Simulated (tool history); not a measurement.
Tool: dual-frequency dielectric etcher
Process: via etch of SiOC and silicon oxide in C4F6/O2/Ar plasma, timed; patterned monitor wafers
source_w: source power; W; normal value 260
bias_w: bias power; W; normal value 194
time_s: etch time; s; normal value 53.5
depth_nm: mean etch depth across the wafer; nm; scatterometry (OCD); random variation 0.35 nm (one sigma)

run    hour  source_w  bias_w  time_s  wafers since the last listed run  hours since the last wet clean  hours since the last source power generator calibration  hours since the last bias power generator calibration  hours since the last upper electrode change  hours since the gauge calibration  read-back reference wafer on the same gauge, depth_nm  depth_nm
  1     0.0       260     194    53.5                                 0                           461.6                                                   3316.8                                                 2332.5                                       3752.5                              809.2                                                   52.9      53.6
  2    61.7       260     194    53.5                               802                           523.3                                                   3378.5                                                 2394.2                                       3814.2                              870.9                                                   52.9      53.7
      113.3  -- wet clean of the chamber
  3   166.2       260     194    53.5                              1046                            52.9                                                   3483.0                                                 2498.7                                       3918.7                              975.4                                                   52.9      53.3
  4   224.5       260     194    53.5                               757                           111.2                                                   3541.3                                                 2557.0                                       3977.0                             1033.7                                                   53.2      53.9
  5   300.0       260     194    53.5                               981                           186.7                                                   3616.8                                                 2632.5                                       4052.5                             1109.2                                                   53.1      52.9
  6   376.7       260     175    42.0                               996                           263.4                                                   3693.5                                                 2709.2                                       4129.2                             1185.9                                                   53.1      39.6
  7   429.0       260     175    42.0                               679                           315.7                                                   3745.8                                                 2761.5                                       4181.5                             1238.2                                                   53.2      40.0
  8   487.5       260     194    65.0                               760                           374.2                                                   3804.3                                                 2820.0                                       4240.0                             1296.7                                                   53.2      64.6
      547.3  -- upper electrode replaced
  9   590.5       260     194    65.0                              1026                           477.2                                                   3907.3                                                 2923.0                                         43.2                             1399.7                                                   53.2      65.5
      605.7  -- source power generator calibrated
 10   649.9       260     194    65.0                               720                           536.6                                                     44.2                                                 2982.4                                        102.6                             1459.1                                                   53.2      65.6
      700.7  -- wet clean of the chamber
 11   701.2       260     194    53.5                               354                             0.5                                                     95.5                                                 3033.7                                        153.9                             1510.4                                                   53.2      53.8
 12   781.4       260     194    53.5                              1042                            80.7                                                    175.7                                                 3113.9                                        234.1                             1590.6                                                   53.2      54.0
 13   846.8       260     194    53.5                               850                           146.1                                                    241.1                                                 3179.3                                        299.5                             1656.0                                                   53.3      53.7
      905.7  -- gauge calibrated
 14   918.7       260     218    53.5                               934                           218.0                                                    313.0                                                 3251.2                                        371.4                               13.0                                                   51.1      54.6
 15   980.6       260     194    53.5                               804                           279.9                                                    374.9                                                 3313.1                                        433.3                               74.9                                                   51.2      52.1
 16  1031.1       260     194    53.5                               656                           330.4                                                    425.4                                                 3363.6                                        483.8                              125.4                                                   51.5      52.9
 17  1100.4       210     166    53.5                               900                           399.7                                                    494.7                                                 3432.9                                        553.1                              194.7                                                   51.8      44.5
     1117.8  -- bias power generator calibrated
 18  1199.7       280     228    40.0                              1238                           499.0                                                    594.0                                                   81.9                                        652.4                              294.0                                                   52.0      43.3
 19  1243.8       230     194    61.5                               573                           543.1                                                    638.1                                                  126.0                                        696.5                              338.1                                                   51.9      58.6
     1307.6  -- wet clean of the chamber
 20  1312.3       310     168    69.0                               578                             4.7                                                    706.6                                                  194.5                                        765.0                              406.6                                                   52.1      67.7
 21  1377.8       290     159    59.0                               851                            70.2                                                    772.1                                                  260.0                                        830.5                              472.1                                                   52.3      54.6
 22  1449.2       200     194    40.0                               928                           141.6                                                    843.5                                                  331.4                                        901.9                              543.5                                                   52.4      36.6
 23  1499.6       260     153    62.5                               655                           192.0                                                    893.9                                                  381.8                                        952.3                              593.9                                                   52.5      55.2
 24  1606.9       260     194    53.5                              1394                           299.3                                                   1001.2                                                  489.1                                       1059.6                              701.2                                                   52.6      54.2
     1778.5  -- wet clean of the chamber
 25  1837.0       260     194    53.5                              2678                            58.5                                                   1231.3                                                  719.2                                       1289.7                              931.3                                                   52.8      53.5
 26  1874.0       210     176    59.0                               480                            95.5                                                   1268.3                                                  756.2                                       1326.7                              968.3                                                   52.7      52.2
 27  1947.0       260     236    40.0                               948                           168.5                                                   1341.3                                                  829.2                                       1399.7                             1041.3                                                   52.7      44.2
 28  2015.0       280     228    40.0                               883                           236.5                                                   1409.3                                                  897.2                                       1467.7                             1109.3                                                   52.8      44.6
 29  2061.3       260     194    53.5                               601                           282.8                                                   1455.6                                                  943.5                                       1514.0                             1155.6                                                   52.8      54.0

Branching from run 29: 5 alternative next runs. What would each branch give?
  A  2061.7       260     194    53.5                                 5                           283.2                                                   1456.0                                                  943.9                                       1514.4                             1156.0                                                      ?         ?
  B  2061.7       280     155    53.5                                 5                           283.2                                                   1456.0                                                  943.9                                       1514.4                             1156.0                                                      ?         ?
  C  2061.7       220     157    67.5                                 5                           283.2                                                   1456.0                                                  943.9                                       1514.4                             1156.0                                                      ?         ?
  D  2061.7       260     165    53.5                                 5                           283.2                                                   1456.0                                                  943.9                                       1514.4                             1156.0                                                      ?         ?
  E  2061.7       260     194    41.5                                 5                           283.2                                                   1456.0                                                  943.9                                       1514.4                             1156.0                                                      ?         ?

run  read-back reference wafer on the same gauge, depth_nm  depth_nm
  A                                                   52.8      53.8
  B                                                   52.8      49.6
  C                                                   52.8      57.5
  D                                                   52.8      49.7
  E                                                   52.8      41.7
With no hidden state in the tool, these same runs would have given:
run  depth_nm
  A      52.1
  B      48.0
  C      55.7
  D      48.1
  E      40.4

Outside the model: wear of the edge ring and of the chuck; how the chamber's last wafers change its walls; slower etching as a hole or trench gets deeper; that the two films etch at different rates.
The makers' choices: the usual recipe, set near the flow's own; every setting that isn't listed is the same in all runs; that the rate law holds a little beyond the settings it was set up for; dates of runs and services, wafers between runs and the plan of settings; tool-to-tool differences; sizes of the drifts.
